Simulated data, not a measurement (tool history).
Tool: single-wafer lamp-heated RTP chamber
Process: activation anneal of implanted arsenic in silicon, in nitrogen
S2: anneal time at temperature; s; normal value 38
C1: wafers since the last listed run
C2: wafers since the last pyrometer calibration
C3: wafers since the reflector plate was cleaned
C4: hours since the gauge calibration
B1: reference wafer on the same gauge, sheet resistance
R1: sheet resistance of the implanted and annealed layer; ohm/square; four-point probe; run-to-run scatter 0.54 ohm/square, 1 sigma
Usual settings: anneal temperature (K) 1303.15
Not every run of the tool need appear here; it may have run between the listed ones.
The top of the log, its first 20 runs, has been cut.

Run 21, hour 474.4: usual settings but anneal temperature (K) 1288.15; C1 476; C2 3256; C3 3256; C4 90.4; B1 153.99. Result: R1 181.13 ohm/square.
At hour 495.4: pyrometer window cleaned and pyrometer calibrated.
Run 22, hour 547.7: usual settings but anneal temperature (K) 1289.15, S2 55 s; C1 1069; C2 856; C3 4325; C4 163.7; B1 154.00. Result: R1 178.80 ohm/square.
Run 23, hour 581.3: usual settings but anneal temperature (K) 1278.15, S2 45 s; C1 550; C2 1406; C3 4875; C4 197.3; B1 154.03. Result: R1 181.83 ohm/square.
Run 24, hour 607.4: usual settings but anneal temperature (K) 1289.15, S2 18 s; C1 427; C2 1834; C3 5302; C4 223.4; B1 154.07. Result: R1 189.58 ohm/square.
Run 25, hour 637.9: usual settings; C1 499; C2 2333; C3 5802; C4 253.9; B1 154.02. Result: R1 178.03 ohm/square.
Run 26, hour 657.7: usual settings but anneal temperature (K) 1311.15; C1 324; C2 2657; C3 6126; C4 273.7; B1 154.03. Result: R1 176.64 ohm/square.
At hour 686.4: pyrometer window cleaned and pyrometer calibrated.
Run 27, hour 693.0: usual settings; C1 446; C2 108; C3 6573; C4 309.0; B1 154.03. Result: R1 179.68 ohm/square.
Run 28, hour 709.8: usual settings; C1 275; C2 383; C3 6848; C4 325.8; B1 153.98. Result: R1 178.57 ohm/square.
At hour 726.7: reflector plate cleaned.
Run 29, hour 801.3: usual settings; C1 1367; C2 1750; C3 1221; C4 417.3; B1 154.01. Result: R1 178.59 ohm/square.
At hour 871.1: pyrometer window cleaned and pyrometer calibrated.
Run 30, hour 875.2: usual settings but anneal temperature (K) 1290.15, S2 50 s; C1 1078; C2 67; C3 2300; C4 491.2; B1 153.93. Result: R1 178.86 ohm/square.
Run 31, hour 888.5: usual settings; C1 217; C2 285; C3 2518; C4 504.5; B1 154.05. Result: R1 179.04 ohm/square.
Run 32, hour 913.1: usual settings but anneal temperature (K) 1284.15, S2 20 s; C1 402; C2 688; C3 2921; C4 529.1; B1 154.01. Result: R1 188.51 ohm/square.
Run 33, hour 936.4: usual settings but anneal temperature (K) 1294.15, S2 18 s; C1 381; C2 1069; C3 3302; C4 552.4; B1 154.03. Result: R1 187.97 ohm/square.
Run 34, hour 950.7: usual settings but anneal temperature (K) 1278.15, S2 49 s; C1 234; C2 1303; C3 3536; C4 566.7; B1 154.00. Result: R1 181.49 ohm/square.
Run 35, hour 964.5: usual settings; C1 225; C2 1529; C3 3762; C4 580.5; B1 153.99. Result: R1 179.23 ohm/square.

Forecast run 36:
Run 36, hour 995.1: usual settings but anneal temperature (K) 1278.15, S2 58 s; C1 500; C2 2030; C3 4263; C4 611.1; B1 ?. Result: R1 ?.

{"run 36": {"B1": 153.93, "R1": 181.4}}
The same run, on a tool lacking any hidden state, would have yielded R1 181.93 ohm/square.
